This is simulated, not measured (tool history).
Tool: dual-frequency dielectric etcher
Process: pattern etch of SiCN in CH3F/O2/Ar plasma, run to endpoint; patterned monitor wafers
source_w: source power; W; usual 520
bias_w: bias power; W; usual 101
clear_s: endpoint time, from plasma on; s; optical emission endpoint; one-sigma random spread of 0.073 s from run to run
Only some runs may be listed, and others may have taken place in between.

| run | hour | source_w | bias_w | incoming incoming film thickness, nm | clear_s |
|---|---|---|---|---|---|
| 1 | 0 | 520 | 101 | 10.1 | 20.2 |
| 2 | 48.4 | 430 | 115 | 10.05 | 20.4 |
| 3 | 107.5 | 430 | 115 | 10.14 | 20.6 |
| 4 | 204.7 | 430 | 115 | 10.02 | 20.3 |
| 5 | 312.4 | 520 | 113 | 10 | 19.1 |
| 6 | 369.5 | 520 | 113 | 9.97 | 18.8 |
| 7 | 442.1 | 520 | 113 | 10.11 | 19.3 |
|  | 501.4 | wet clean of the chamber |
| 8 | 610.3 | 520 | 95 | 10.01 | 20.5 |
| 9 | 684.2 | 520 | 95 | 10.15 | 21 |
| 10 | 762.9 | 520 | 95 | 10.13 | 20.9 |
|  | 791.3 | upper electrode replaced |
| 11 | 839.3 | 520 | 83 | 10.11 | 22.1 |
| 12 | 885 | 520 | 83 | 10.06 | 22 |
|  | 1001.5 | wet clean of the chamber |
| 13 | 1002 | 520 | 83 | 10.05 | 21.9 |
|  | 1012.6 | source power generator calibrated |
| 14 | 1054.5 | 520 | 119 | 10.09 | 18.9 |
| 15 | 1147.5 | 520 | 119 | 10.16 | 18.9 |
| 16 | 1227.2 | 520 | 101 | 10.02 | 20.1 |
| 17 | 1292.6 | 520 | 101 | 10.11 | 20.3 |
| 18 | 1356 | 450 | 117 | 10.1 | 20 |
| 19 | 1445.1 | 450 | 84 | 10.02 | 23.2 |
|  | 1457.4 | bias power generator calibrated |
|  | 1475.1 | wet clean of the chamber |
| 20 | 1503.7 | 450 | 82 | 10.12 | 22.8 |
| 21 | 1581.6 | 470 | 78 | 10.17 | 22.8 |
| 22 | 1679.4 | 630 | 113 | 10.08 | 17.1 |
| 23 | 1735.4 | 640 | 125 | 10.11 | 16.2 |
| 24 | 1784.1 | 520 | 116 | 10.07 | 18.1 |
| 25 | 1864.8 | 430 | 115 | 10.14 | 19.7 |
|  | 1901.9 | bias power generator calibrated, repeated, since the last time left the tool worse |
| 26 | 1915.7 | 520 | 101 | 10.09 | 19.9 |
|  | 2010.6 | wet clean of the chamber |
| 27 | 2019.9 | 610 | 88 | 10.13 | 19.9 |
| 28 | 2101.3 | 460 | 101 | 10.16 | 21 |
| 29 | 2159.7 | 620 | 101 | 9.92 | 18.4 |
| 30 | 2247.3 | 520 | 101 | 10 | 19.7 |
| 31 | 2313.7 | 600 | 101 | 10.17 | 18.9 |
| 32 | 2362.9 | 460 | 86 | 10.07 | 22.3 |
| 33 | 2423.4 | 520 | 101 | 10.03 | 19.8 |
| 34 | 2489.8 | 470 | 82 | 10.13 | 23 |
|  | 2581 | wet clean of the chamber |
| 35 | 2587.8 | 630 | 113 | 10.17 | 17.8 |

Alternative continuations, all from the tool just after run 35; predict every row:
| A | 2588.2 | 520 | 101 | 10.01 | ? |
| B | 2588.2 | 430 | 76 | 10.01 | ? |
| C | 2588.2 | 520 | 115 | 10.01 | ? |

| run | clear_s |
|---|---|
| A | 19.8 |
| B | 24.2 |
| C | 18.6 |
Stripped of hidden state, with their random variation kept, the same runs would have yielded:
| run | clear_s |
|---|---|
| A | 19.7 |
| B | 24.1 |
| C | 18.6 |
